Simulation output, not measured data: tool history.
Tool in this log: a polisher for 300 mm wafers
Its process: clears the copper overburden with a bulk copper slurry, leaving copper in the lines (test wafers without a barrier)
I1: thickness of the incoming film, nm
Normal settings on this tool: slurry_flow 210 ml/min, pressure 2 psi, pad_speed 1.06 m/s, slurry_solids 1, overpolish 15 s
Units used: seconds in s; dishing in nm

run 1 hour=0 | slurry_flow=210 pressure=2 pad_speed=1.06 slurry_solids=1 overpolish=8 | I1=490.2 | seconds=58.6 dishing=35.3
run 2 hour=65.1 | slurry_flow=210 pressure=2 pad_speed=1.06 slurry_solids=1 overpolish=15 | I1=489.7 | seconds=60.1 dishing=53.2
run 3 hour=109.5 | slurry_flow=210 pressure=2 pad_speed=1.06 slurry_solids=1 overpolish=15 | I1=493 | seconds=60.5 dishing=52.5
run 4 hour=158.4 | slurry_flow=210 pressure=2 pad_speed=1.06 slurry_solids=1 overpolish=15 | I1=502.9 | seconds=62.2 dishing=51.5
run 5 hour=187.3 | slurry_flow=250 pressure=2 pad_speed=1.06 slurry_solids=1.2 overpolish=15 | I1=495.6 | seconds=59.2 dishing=55
run 6 hour=213.2 | slurry_flow=210 pressure=1.9 pad_speed=1.06 slurry_solids=1 overpolish=15 | I1=491.9 | seconds=66.6 dishing=50.9
run 7 hour=279.2 | slurry_flow=175 pressure=2 pad_speed=1.16 slurry_solids=1 overpolish=9 | I1=505.5 | seconds=62.8 dishing=37.8
run 8 hour=320.8 | slurry_flow=210 pressure=2 pad_speed=1.06 slurry_solids=1 overpolish=15 | I1=505.8 | seconds=67.3 dishing=51.1
-- hour=353.9 slurry blender recalibrated
-- hour=359.3 slurry nozzle cleaned
run 9 hour=365.8 | slurry_flow=210 pressure=2 pad_speed=1.06 slurry_solids=0.9 overpolish=22 | I1=490.7 | seconds=58 dishing=65.3
-- hour=395.2 worn pad replaced by a new one
run 10 hour=411.8 | slurry_flow=210 pressure=2 pad_speed=1.06 slurry_solids=1.1 overpolish=15 | I1=488.7 | seconds=55.3 dishing=56.1
-- hour=429.8 head pressure recalibrated
run 11 hour=454 | slurry_flow=210 pressure=2 pad_speed=1.06 slurry_solids=1 overpolish=15 | I1=493.4 | seconds=57.9 dishing=55.2
run 12 hour=498 | slurry_flow=210 pressure=1.5 pad_speed=1.06 slurry_solids=1 overpolish=15 | I1=490.1 | seconds=76.2 dishing=43.8
run 13 hour=522.4 | slurry_flow=180 pressure=2 pad_speed=1.06 slurry_solids=1 overpolish=11 | I1=493.4 | seconds=61.3 dishing=43.5
run 14 hour=556 | slurry_flow=245 pressure=2 pad_speed=1.06 slurry_solids=1 overpolish=15 | I1=503.3 | seconds=60.4 dishing=53.8
run 15 hour=603.2 | slurry_flow=210 pressure=2 pad_speed=1.18 slurry_solids=1 overpolish=7 | I1=487.9 | seconds=54.8 dishing=33.8
run 16 hour=669.9 | slurry_flow=145 pressure=1.6 pad_speed=1.06 slurry_solids=1 overpolish=15 | I1=501.6 | seconds=79 dishing=44.6
run 17 hour=741.1 | slurry_flow=245 pressure=2 pad_speed=1.06 slurry_solids=1 overpolish=15 | I1=500.1 | seconds=63.4 dishing=52.9
-- hour=763 slurry blender recalibrated
run 18 hour=780 | slurry_flow=210 pressure=1.4 pad_speed=1.26 slurry_solids=1 overpolish=9 | I1=499.5 | seconds=69.5 dishing=33.5
run 19 hour=805.3 | slurry_flow=210 pressure=2 pad_speed=0.88 slurry_solids=0.75 overpolish=15 | I1=491.2 | seconds=71.2 dishing=48.1
-- hour=827.5 slurry nozzle cleaned
-- hour=842.8 worn pad replaced by a new one
run 20 hour=962.6 | slurry_flow=210 pressure=2 pad_speed=1.24 slurry_solids=1 overpolish=15 | I1=492.5 | seconds=52.6 dishing=58.2
run 21 hour=1018.1 | slurry_flow=245 pressure=2 pad_speed=1.06 slurry_solids=1 overpolish=15 | I1=494.7 | seconds=61.2 dishing=52.5
run 22 hour=1081.9 | slurry_flow=180 pressure=2 pad_speed=1.06 slurry_solids=1 overpolish=11 | I1=492.4 | seconds=61.6 dishing=41.9
run 23 hour=1236 | slurry_flow=210 pressure=2 pad_speed=1.06 slurry_solids=1 overpolish=15 | I1=495.4 | seconds=64.3 dishing=50.3
-- hour=1261.5 slurry blender recalibrated
-- hour=1275.7 worn pad replaced by a new one
-- hour=1299.1 slurry nozzle cleaned
run 24 hour=1299.5 | slurry_flow=210 pressure=2 pad_speed=1.06 slurry_solids=1 overpolish=15 | I1=501.2 | seconds=58.9 dishing=55.5
run 25 hour=1334.3 | slurry_flow=185 pressure=1.7 pad_speed=1.06 slurry_solids=1 overpolish=15 | I1=488.2 | seconds=68.6 dishing=48.5
run 26 hour=1362.6 | slurry_flow=160 pressure=2.3 pad_speed=1.06 slurry_solids=1.25 overpolish=7 | I1=493 | seconds=50 dishing=36.2
run 27 hour=1405.4 | slurry_flow=145 pressure=2.4 pad_speed=1.36 slurry_solids=1 overpolish=15 | I1=496.6 | seconds=41.8 dishing=65.8
run 28 hour=1432.5 | slurry_flow=210 pressure=2 pad_speed=1.06 slurry_solids=0.8 overpolish=15 | I1=489.5 | seconds=62.9 dishing=51.4
run 29 hour=1497 | slurry_flow=180 pressure=2 pad_speed=1.06 slurry_solids=1 overpolish=15 | I1=493.5 | seconds=60.7 dishing=52.3

Below, some changes in seconds between adjacent runs. For each, the amount present without the hidden state too (settings, incoming material, random variation) and the amount remaining for the hidden state with gauge scatter not shared by both compared results:
Hidden conditions of the tool in this case: removal rate lost through wear of the pad, %; slurry flow missing at the pad, %; deviation of the head's pressure from its setpoint, %; abrasive missing from the slurry, %.
Run 8 -> 9: slurry_solids 1 -> 0.9, overpolish 15 -> 22, slurry blender recalibrated, slurry nozzle cleaned. seconds -9.3 s: hidden state -8.4, all else -0.9.
Run 15 -> 16: slurry_flow 210 -> 145, pressure 2 -> 1.6, pad_speed 1.18 -> 1.06, overpolish 7 -> 15. seconds +24.2 s: hidden state +2.7, all else +21.5.
Run 23 -> 24: slurry blender recalibrated, worn pad replaced by a new one, slurry nozzle cleaned. seconds -5.4 s: hidden state -7, all else +1.6.
Run 27 -> 28: slurry_flow 145 -> 210, pressure 2.4 -> 2, pad_speed 1.36 -> 1.06, slurry_solids 1 -> 0.8. seconds +21.1 s: hidden state +1.1, all else +20.

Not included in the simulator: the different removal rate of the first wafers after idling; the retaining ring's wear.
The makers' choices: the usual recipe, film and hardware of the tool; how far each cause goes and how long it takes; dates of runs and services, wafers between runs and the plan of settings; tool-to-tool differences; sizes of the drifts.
